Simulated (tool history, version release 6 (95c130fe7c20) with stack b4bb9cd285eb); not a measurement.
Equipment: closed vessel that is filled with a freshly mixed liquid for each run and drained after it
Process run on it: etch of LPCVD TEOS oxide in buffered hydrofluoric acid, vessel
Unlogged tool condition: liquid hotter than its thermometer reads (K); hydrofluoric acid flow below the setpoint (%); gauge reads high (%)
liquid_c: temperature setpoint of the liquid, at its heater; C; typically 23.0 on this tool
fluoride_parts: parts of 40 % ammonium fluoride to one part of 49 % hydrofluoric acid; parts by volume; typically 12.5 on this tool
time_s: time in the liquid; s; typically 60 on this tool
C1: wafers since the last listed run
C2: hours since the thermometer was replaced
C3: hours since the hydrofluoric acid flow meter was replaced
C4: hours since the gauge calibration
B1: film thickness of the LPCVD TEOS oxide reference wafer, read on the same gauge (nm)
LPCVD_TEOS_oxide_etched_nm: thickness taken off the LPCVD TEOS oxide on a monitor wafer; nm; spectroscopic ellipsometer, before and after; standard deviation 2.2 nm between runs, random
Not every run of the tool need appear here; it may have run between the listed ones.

{"run": 1, "hour": 0.0, "liquid_c": 23.0, "fluoride_parts": 14.0, "time_s": 60, "C1": 0, "C2": 675.6, "C3": 1369.8, "C4": 273.3, "B1": 80.0, "LPCVD_TEOS_oxide_etched_nm": 205.15}
{"run": 2, "hour": 8.8, "liquid_c": 21.0, "fluoride_parts": 12.5, "time_s": 60, "C1": 948, "C2": 684.4, "C3": 1378.6, "C4": 282.1, "B1": 80.02, "LPCVD_TEOS_oxide_etched_nm": 208.02}
{"run": 3, "hour": 22.3, "liquid_c": 21.0, "fluoride_parts": 12.5, "time_s": 60, "C1": 1455, "C2": 697.9, "C3": 1392.1, "C4": 295.6, "B1": 79.98, "LPCVD_TEOS_oxide_etched_nm": 208.56}
{"run": 4, "hour": 36.1, "liquid_c": 21.0, "fluoride_parts": 12.5, "time_s": 60, "C1": 1487, "C2": 711.7, "C3": 1405.9, "C4": 309.4, "B1": 79.97, "LPCVD_TEOS_oxide_etched_nm": 203.94}
{"run": 5, "hour": 44.3, "liquid_c": 24.5, "fluoride_parts": 12.5, "time_s": 60, "C1": 883, "C2": 719.9, "C3": 1414.1, "C4": 317.6, "B1": 79.98, "LPCVD_TEOS_oxide_etched_nm": 250.99}
{"hour": 51.4, "done": "thermometer replaced"}
{"run": 6, "hour": 56.3, "liquid_c": 24.5, "fluoride_parts": 12.5, "time_s": 60, "C1": 1185, "C2": 4.9, "C3": 1426.1, "C4": 329.6, "B1": 79.99, "LPCVD_TEOS_oxide_etched_nm": 235.79}
{"run": 7, "hour": 63.4, "liquid_c": 24.5, "fluoride_parts": 12.5, "time_s": 60, "C1": 765, "C2": 12.0, "C3": 1433.2, "C4": 336.7, "B1": 79.99, "LPCVD_TEOS_oxide_etched_nm": 233.77}
{"run": 8, "hour": 71.4, "liquid_c": 23.0, "fluoride_parts": 12.5, "time_s": 30, "C1": 862, "C2": 20.0, "C3": 1441.2, "C4": 344.7, "B1": 80.01, "LPCVD_TEOS_oxide_etched_nm": 108.55}
{"run": 9, "hour": 82.9, "liquid_c": 23.0, "fluoride_parts": 12.5, "time_s": 60, "C1": 1239, "C2": 31.5, "C3": 1452.7, "C4": 356.2, "B1": 80.02, "LPCVD_TEOS_oxide_etched_nm": 212.19}
{"run": 10, "hour": 96.7, "liquid_c": 23.0, "fluoride_parts": 12.5, "time_s": 60, "C1": 1487, "C2": 45.3, "C3": 1466.5, "C4": 370.0, "B1": 79.98, "LPCVD_TEOS_oxide_etched_nm": 214.2}
{"run": 11, "hour": 104.6, "liquid_c": 23.0, "fluoride_parts": 10.0, "time_s": 50, "C1": 851, "C2": 53.2, "C3": 1474.4, "C4": 377.9, "B1": 79.99, "LPCVD_TEOS_oxide_etched_nm": 223.01}
{"hour": 121.2, "done": "gauge calibrated"}
{"run": 12, "hour": 141.0, "liquid_c": 26.5, "fluoride_parts": 16.0, "time_s": 45, "C1": 3923, "C2": 89.6, "C3": 1510.8, "C4": 19.8, "B1": 80.02, "LPCVD_TEOS_oxide_etched_nm": 153.87}
{"run": 13, "hour": 150.1, "liquid_c": 27.5, "fluoride_parts": 14.0, "time_s": 80, "C1": 980, "C2": 98.7, "C3": 1519.9, "C4": 28.9, "B1": 80.0, "LPCVD_TEOS_oxide_etched_nm": 325.74}
{"run": 14, "hour": 158.9, "liquid_c": 23.0, "fluoride_parts": 12.5, "time_s": 60, "C1": 948, "C2": 107.5, "C3": 1528.7, "C4": 37.7, "B1": 80.03, "LPCVD_TEOS_oxide_etched_nm": 214.56}
{"hour": 166.7, "done": "hydrofluoric acid flow meter replaced"}
{"run": 15, "hour": 170.5, "liquid_c": 23.0, "fluoride_parts": 8.5, "time_s": 60, "C1": 1142, "C2": 119.1, "C3": 3.8, "C4": 49.3, "B1": 80.01, "LPCVD_TEOS_oxide_etched_nm": 347.43}
{"run": 16, "hour": 179.6, "liquid_c": 27.5, "fluoride_parts": 12.5, "time_s": 30, "C1": 980, "C2": 128.2, "C3": 12.9, "C4": 58.4, "B1": 80.01, "LPCVD_TEOS_oxide_etched_nm": 158.55}
{"run": 17, "hour": 189.3, "liquid_c": 23.0, "fluoride_parts": 12.5, "time_s": 60, "C1": 1045, "C2": 137.9, "C3": 22.6, "C4": 68.1, "B1": 79.99, "LPCVD_TEOS_oxide_etched_nm": 244.5}
{"run": 18, "hour": 196.1, "liquid_c": 19.5, "fluoride_parts": 12.5, "time_s": 60, "C1": 733, "C2": 144.7, "C3": 29.4, "C4": 74.9, "B1": 80.0, "LPCVD_TEOS_oxide_etched_nm": 203.25}
{"run": 19, "hour": 211.6, "liquid_c": 23.0, "fluoride_parts": 12.5, "time_s": 60, "C1": 1670, "C2": 160.2, "C3": 44.9, "C4": 90.4, "B1": 79.99, "LPCVD_TEOS_oxide_etched_nm": 245.53}
{"run": 20, "hour": 231.8, "liquid_c": 25.5, "fluoride_parts": 12.5, "time_s": 60, "C1": 2177, "C2": 180.4, "C3": 65.1, "C4": 110.6, "B1": 79.96, "LPCVD_TEOS_oxide_etched_nm": 281.58}
{"run": 21, "hour": 260.3, "liquid_c": 23.0, "fluoride_parts": 12.5, "time_s": 60, "C1": 3072, "C2": 208.9, "C3": 93.6, "C4": 139.1, "B1": 80.02, "LPCVD_TEOS_oxide_etched_nm": 245.41}
{"run": 22, "hour": 269.3, "liquid_c": 27.0, "fluoride_parts": 16.0, "time_s": 75, "C1": 970, "C2": 217.9, "C3": 102.6, "C4": 148.1, "B1": 80.01, "LPCVD_TEOS_oxide_etched_nm": 300.04}
{"run": 23, "hour": 285.8, "liquid_c": 23.0, "fluoride_parts": 12.5, "time_s": 60, "C1": 1778, "C2": 234.4, "C3": 119.1, "C4": 164.6, "B1": 80.0, "LPCVD_TEOS_oxide_etched_nm": 245.51}
{"run": 24, "hour": 295.1, "liquid_c": 23.0, "fluoride_parts": 10.5, "time_s": 60, "C1": 1002, "C2": 243.7, "C3": 128.4, "C4": 173.9, "B1": 79.97, "LPCVD_TEOS_oxide_etched_nm": 291.52}
{"run": 25, "hour": 311.2, "liquid_c": 23.0, "fluoride_parts": 12.5, "time_s": 60, "C1": 1735, "C2": 259.8, "C3": 144.5, "C4": 190.0, "B1": 80.01, "LPCVD_TEOS_oxide_etched_nm": 247.13}
{"run": 26, "hour": 329.1, "liquid_c": 23.0, "fluoride_parts": 12.5, "time_s": 60, "C1": 1929, "C2": 277.7, "C3": 162.4, "C4": 207.9, "B1": 79.98, "LPCVD_TEOS_oxide_etched_nm": 248.46}
{"run": 27, "hour": 343.4, "liquid_c": 18.0, "fluoride_parts": 9.0, "time_s": 40, "C1": 1541, "C2": 292.0, "C3": 176.7, "C4": 222.2, "B1": 80.03, "LPCVD_TEOS_oxide_etched_nm": 168.37}
{"run": 28, "hour": 358.5, "liquid_c": 23.0, "fluoride_parts": 12.5, "time_s": 60, "C1": 1627, "C2": 307.1, "C3": 191.8, "C4": 237.3, "B1": 79.99, "LPCVD_TEOS_oxide_etched_nm": 249.34}
{"run": 29, "hour": 369.0, "liquid_c": 21.0, "fluoride_parts": 15.0, "time_s": 70, "C1": 1131, "C2": 317.6, "C3": 202.3, "C4": 247.8, "B1": 80.02, "LPCVD_TEOS_oxide_etched_nm": 217.74}
{"run": 30, "hour": 383.3, "liquid_c": 24.5, "fluoride_parts": 14.0, "time_s": 60, "C1": 1541, "C2": 331.9, "C3": 216.6, "C4": 262.1, "B1": 80.01, "LPCVD_TEOS_oxide_etched_nm": 239.19}
{"run": 31, "hour": 394.5, "liquid_c": 26.5, "fluoride_parts": 12.5, "time_s": 60, "C1": 1207, "C2": 343.1, "C3": 227.8, "C4": 273.3, "B1": 80.01, "LPCVD_TEOS_oxide_etched_nm": 301.56}
{"run": 32, "hour": 409.0, "liquid_c": 23.0, "fluoride_parts": 12.5, "time_s": 60, "C1": 1563, "C2": 357.6, "C3": 242.3, "C4": 287.8, "B1": 80.03, "LPCVD_TEOS_oxide_etched_nm": 246.4}

How would selected steps in LPCVD_TEOS_oxide_etched_nm from run to run divide? Give the signed amount a tool lacking its hidden state would still show from settings, what came in and random variation, and the signed amount left for the hidden state, including any gauge scatter that is not in both of the compared results.
Run 7 -> 8: liquid_c 24.5 -> 23.0, time_s 60 -> 30. LPCVD_TEOS_oxide_etched_nm -125.22 nm: hidden state +17.82, all else -143.04.
Run 12 -> 13: liquid_c 26.5 -> 27.5, fluoride_parts 16.0 -> 14.0, time_s 45 -> 80. LPCVD_TEOS_oxide_etched_nm +171.87 nm: hidden state -24.25, all else +196.12.
Run 14 -> 15: fluoride_parts 12.5 -> 8.5, hydrofluoric acid flow meter replaced. LPCVD_TEOS_oxide_etched_nm +132.87 nm: hidden state +33.09, all else +99.78.
Run 15 -> 16: liquid_c 23.0 -> 27.5, fluoride_parts 8.5 -> 12.5, time_s 60 -> 30. LPCVD_TEOS_oxide_etched_nm -188.88 nm: hidden state -1.40, all else -187.48.
